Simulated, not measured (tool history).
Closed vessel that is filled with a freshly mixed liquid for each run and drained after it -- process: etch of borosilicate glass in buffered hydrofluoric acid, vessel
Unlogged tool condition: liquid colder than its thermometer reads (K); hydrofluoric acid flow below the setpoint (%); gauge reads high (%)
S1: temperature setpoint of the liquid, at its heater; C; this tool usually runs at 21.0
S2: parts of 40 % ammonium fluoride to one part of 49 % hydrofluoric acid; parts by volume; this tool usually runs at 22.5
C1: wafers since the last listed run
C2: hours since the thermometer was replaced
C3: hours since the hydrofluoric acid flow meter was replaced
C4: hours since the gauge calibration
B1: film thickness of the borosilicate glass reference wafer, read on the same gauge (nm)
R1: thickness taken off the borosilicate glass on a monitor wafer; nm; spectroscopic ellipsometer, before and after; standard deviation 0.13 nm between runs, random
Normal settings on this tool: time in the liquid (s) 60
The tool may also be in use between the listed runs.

{"run": 1, "hour": 0.0, "S1": 21.0, "S2": 22.5, "time in the liquid (s)": 60, "C1": 0, "C2": 124.8, "C3": 159.7, "C4": 1138.3, "B1": 87.96, "R1": 28.31}
{"run": 2, "hour": 67.5, "S1": 21.0, "S2": 22.5, "time in the liquid (s)": 60, "C1": 9338, "C2": 192.3, "C3": 227.2, "C4": 1205.8, "B1": 87.88, "R1": 28.55}
{"run": 3, "hour": 118.3, "S1": 21.0, "S2": 22.5, "time in the liquid (s)": 60, "C1": 7027, "C2": 243.1, "C3": 278.0, "C4": 1256.6, "B1": 87.73, "R1": 28.43}
{"run": 4, "hour": 174.7, "S1": 21.0, "S2": 22.5, "time in the liquid (s)": 60, "C1": 7802, "C2": 299.5, "C3": 334.4, "C4": 1313.0, "B1": 87.69, "R1": 28.31}
{"run": 5, "hour": 240.4, "S1": 21.0, "S2": 22.5, "time in the liquid (s)": 60, "C1": 9089, "C2": 365.2, "C3": 400.1, "C4": 1378.7, "B1": 87.54, "R1": 28.31}
{"run": 6, "hour": 295.6, "S1": 21.0, "S2": 19.5, "time in the liquid (s)": 35, "C1": 7636, "C2": 420.4, "C3": 455.3, "C4": 1433.9, "B1": 87.47, "R1": 18.48}
{"run": 7, "hour": 329.0, "S1": 21.0, "S2": 19.5, "time in the liquid (s)": 35, "C1": 4620, "C2": 453.8, "C3": 488.7, "C4": 1467.3, "B1": 87.37, "R1": 18.41}
{"run": 8, "hour": 424.6, "S1": 17.5, "S2": 22.5, "time in the liquid (s)": 80, "C1": 13225, "C2": 549.4, "C3": 584.3, "C4": 1562.9, "B1": 87.23, "R1": 30.85}
{"hour": 433.5, "done": "hydrofluoric acid flow meter replaced"}
{"run": 9, "hour": 451.3, "S1": 17.5, "S2": 22.5, "time in the liquid (s)": 80, "C1": 3555, "C2": 576.1, "C3": 17.8, "C4": 1589.6, "B1": 87.2, "R1": 31.02}
{"run": 10, "hour": 517.3, "S1": 21.0, "S2": 22.5, "time in the liquid (s)": 60, "C1": 9130, "C2": 642.1, "C3": 83.8, "C4": 1655.6, "B1": 87.08, "R1": 28.3}
{"hour": 537.7, "done": "gauge calibrated"}
{"run": 11, "hour": 546.0, "S1": 21.0, "S2": 22.5, "time in the liquid (s)": 60, "C1": 3970, "C2": 670.8, "C3": 112.5, "C4": 8.3, "B1": 89.89, "R1": 28.88}
{"hour": 559.6, "done": "thermometer replaced"}
{"run": 12, "hour": 594.9, "S1": 21.0, "S2": 22.5, "time in the liquid (s)": 50, "C1": 6626, "C2": 35.3, "C3": 161.4, "C4": 57.2, "B1": 89.79, "R1": 24.29}
{"run": 13, "hour": 800.0, "S1": 21.0, "S2": 22.5, "time in the liquid (s)": 60, "C1": 28374, "C2": 240.4, "C3": 366.5, "C4": 262.3, "B1": 89.42, "R1": 28.86}
{"run": 14, "hour": 853.1, "S1": 21.0, "S2": 22.5, "time in the liquid (s)": 60, "C1": 7346, "C2": 293.5, "C3": 419.6, "C4": 315.4, "B1": 89.34, "R1": 29.01}
{"run": 15, "hour": 888.3, "S1": 23.0, "S2": 27.0, "time in the liquid (s)": 80, "C1": 4869, "C2": 328.7, "C3": 454.8, "C4": 350.6, "B1": 89.32, "R1": 37.66}
{"run": 16, "hour": 933.0, "S1": 21.0, "S2": 19.5, "time in the liquid (s)": 35, "C1": 6183, "C2": 373.4, "C3": 499.5, "C4": 395.3, "B1": 89.18, "R1": 18.9}
{"run": 17, "hour": 984.1, "S1": 17.0, "S2": 27.5, "time in the liquid (s)": 35, "C1": 7069, "C2": 424.5, "C3": 550.6, "C4": 446.4, "B1": 89.14, "R1": 11.69}
{"hour": 1057.7, "done": "hydrofluoric acid flow meter replaced"}
{"run": 18, "hour": 1142.8, "S1": 17.0, "S2": 22.5, "time in the liquid (s)": 60, "C1": 21816, "C2": 583.2, "C3": 85.1, "C4": 605.1, "B1": 88.85, "R1": 22.88}
{"run": 19, "hour": 1204.2, "S1": 21.0, "S2": 19.5, "time in the liquid (s)": 60, "C1": 8494, "C2": 644.6, "C3": 146.5, "C4": 666.5, "B1": 88.73, "R1": 32.04}
{"run": 20, "hour": 1229.7, "S1": 23.5, "S2": 17.5, "time in the liquid (s)": 80, "C1": 3527, "C2": 670.1, "C3": 172.0, "C4": 692.0, "B1": 88.67, "R1": 54.24}
{"run": 21, "hour": 1283.6, "S1": 23.0, "S2": 30.0, "time in the liquid (s)": 40, "C1": 7456, "C2": 724.0, "C3": 225.9, "C4": 745.9, "B1": 88.58, "R1": 17.42}
{"hour": 1292.4, "done": "thermometer replaced"}
{"run": 22, "hour": 1312.9, "S1": 21.0, "S2": 22.5, "time in the liquid (s)": 60, "C1": 3915, "C2": 20.5, "C3": 255.2, "C4": 775.2, "B1": 88.56, "R1": 28.78}
{"run": 23, "hour": 1361.0, "S1": 23.0, "S2": 22.5, "time in the liquid (s)": 60, "C1": 6654, "C2": 68.6, "C3": 303.3, "C4": 823.3, "B1": 88.5, "R1": 31.87}
{"run": 24, "hour": 1424.6, "S1": 21.0, "S2": 22.5, "time in the liquid (s)": 60, "C1": 8798, "C2": 132.2, "C3": 366.9, "C4": 886.9, "B1": 88.32, "R1": 28.34}

Each row is a separate what-if for the run after 24, all from the same tool condition, not one after another. Results?
{"run": "A", "hour": 1425.3, "S1": 21.0, "S2": 22.5, "time in the liquid (s)": 60, "C1": 96, "C2": 132.9, "C3": 367.6, "C4": 887.6, "B1": "?", "R1": "?"}
{"run": "B", "hour": 1425.3, "S1": 21.0, "S2": 22.5, "time in the liquid (s)": 90, "C1": 96, "C2": 132.9, "C3": 367.6, "C4": 887.6, "B1": "?", "R1": "?"}
{"run": "C", "hour": 1425.3, "S1": 24.0, "S2": 29.0, "time in the liquid (s)": 90, "C1": 96, "C2": 132.9, "C3": 367.6, "C4": 887.6, "B1": "?", "R1": "?"}
{"run": "D", "hour": 1425.3, "S1": 25.0, "S2": 27.5, "time in the liquid (s)": 75, "C1": 96, "C2": 132.9, "C3": 367.6, "C4": 887.6, "B1": "?", "R1": "?"}

run=A B1=88.38 R1=28.31
run=B B1=88.38 R1=42.46
run=C B1=88.38 R1=41.93
run=D B1=88.38 R1=38.26
Stripped of hidden state, with their random variation kept, the same runs would have yielded:
run=A R1=28.83
run=B R1=43.25
run=C R1=42.71
run=D R1=38.97

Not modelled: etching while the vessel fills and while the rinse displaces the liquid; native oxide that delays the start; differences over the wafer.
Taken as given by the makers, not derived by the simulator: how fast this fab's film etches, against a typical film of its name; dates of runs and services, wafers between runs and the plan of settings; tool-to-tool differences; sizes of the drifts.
